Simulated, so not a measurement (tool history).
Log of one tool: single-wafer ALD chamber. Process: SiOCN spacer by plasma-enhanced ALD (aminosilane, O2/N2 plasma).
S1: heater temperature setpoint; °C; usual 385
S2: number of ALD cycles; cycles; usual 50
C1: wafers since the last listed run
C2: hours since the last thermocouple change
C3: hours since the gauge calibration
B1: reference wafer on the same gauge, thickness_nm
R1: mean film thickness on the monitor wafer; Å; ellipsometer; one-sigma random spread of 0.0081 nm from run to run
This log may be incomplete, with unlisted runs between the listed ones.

run	hour	S1	S2	C1	C2	C3	B1	R1
1	0.0	385	52	0	1096.1	729.3	3.543	33.07
# hour 21.3: thermocouple changed; heater temperature recalibrated
2	67.3	385	52	385	46.0	796.6	3.540	33.16
3	156.0	385	52	577	134.7	885.3	3.530	33.15
4	234.6	385	50	511	213.3	963.9	3.529	31.74
5	273.5	385	50	253	252.2	1002.8	3.530	31.65
6	349.7	385	50	495	328.4	1079.0	3.527	31.80
7	416.1	385	50	431	394.8	1145.4	3.523	31.83
8	510.8	385	50	616	489.5	1240.1	3.521	31.75
9	609.9	378	50	644	588.6	1339.2	3.520	31.87
10	710.1	378	50	651	688.8	1439.4	3.516	31.67
11	795.4	378	50	554	774.1	1524.7	3.513	31.60
12	875.2	391	50	519	853.9	1604.5	3.511	31.60
13	978.7	391	50	673	957.4	1708.0	3.512	31.52
# hour 995.9: thermocouple changed; heater temperature recalibrated
14	1069.5	391	50	538	73.6	1798.8	3.510	31.69
15	1163.5	385	50	611	167.6	1892.8	3.507	31.57
16	1268.8	385	50	685	272.9	1998.1	3.504	31.48
17	1372.7	385	50	675	376.8	2102.0	3.502	31.49
18	1510.2	385	50	894	514.3	2239.5	3.503	31.61
19	1550.2	385	50	260	554.3	2279.5	3.503	31.49
20	1622.3	385	50	469	626.4	2351.6	3.502	31.54
21	1696.3	400	50	481	700.4	2425.6	3.503	31.34
22	1802.6	393	53	691	806.7	2531.9	3.501	33.39
23	1902.4	373	50	649	906.5	2631.7	3.501	31.70
24	1991.8	396	57	581	995.9	2721.1	3.501	35.94
25	2044.9	399	58	345	1049.0	2774.2	3.499	36.29
# hour 2093.1: gauge calibrated
26	2151.8	374	59	695	1155.9	58.7	3.619	38.35
# hour 2175.3: thermocouple changed; heater temperature recalibrated
27	2207.2	374	54	308	31.9	114.1	3.614	35.07
28	2304.0	385	50	629	128.7	210.9	3.607	32.53
29	2410.1	375	56	690	234.8	317.0	3.593	36.41
30	2451.4	385	50	268	276.1	358.3	3.592	32.40
31	2551.1	396	55	648	375.8	458.0	3.587	35.52
32	2618.5	385	41	438	443.2	525.4	3.581	26.48
33	2700.9	395	46	536	525.6	607.8	3.577	29.60
34	2779.2	385	50	509	603.9	686.1	3.573	32.34
35	2827.2	385	50	312	651.9	734.1	3.571	32.16
36	2912.6	385	50	555	737.3	819.5	3.566	32.15
37	3002.2	378	50	582	826.9	909.1	3.562	32.15
38	3055.6	385	50	347	880.3	962.5	3.562	32.07
39	3092.5	399	42	240	917.2	999.4	3.557	26.98
40	3194.6	385	50	664	1019.3	1101.5	3.556	31.91

Take each entry between the runs: how does the hidden state at the last listed run before it differ from the hidden state at the first listed run after it?
From run 1 to run 2: thermocouple changed; heater temperature recalibrated (hour 21.3)
  gauge reads high (%): -1.9 -> -1.99
  the result without the hidden state subtracted from the measured one, R1: -0.63 -> -0.67 Å
From run 13 to run 14: thermocouple changed; heater temperature recalibrated (hour 995.9)
  gauge reads high (%): -2.76 -> -2.8
  the result without the hidden state subtracted from the measured one, R1: -0.89 -> -0.91 Å
From run 25 to run 26: gauge calibrated (hour 2093.1)
  gauge reads high (%): -3.08 -> 0.267
  the result without the hidden state subtracted from the measured one, R1: -1.16 -> +0.10 Å
From run 26 to run 27: thermocouple changed; heater temperature recalibrated (hour 2175.3)
  gauge reads high (%): 0.267 -> 0.113
  the result without the hidden state subtracted from the measured one, R1: +0.10 -> +0.04 Å
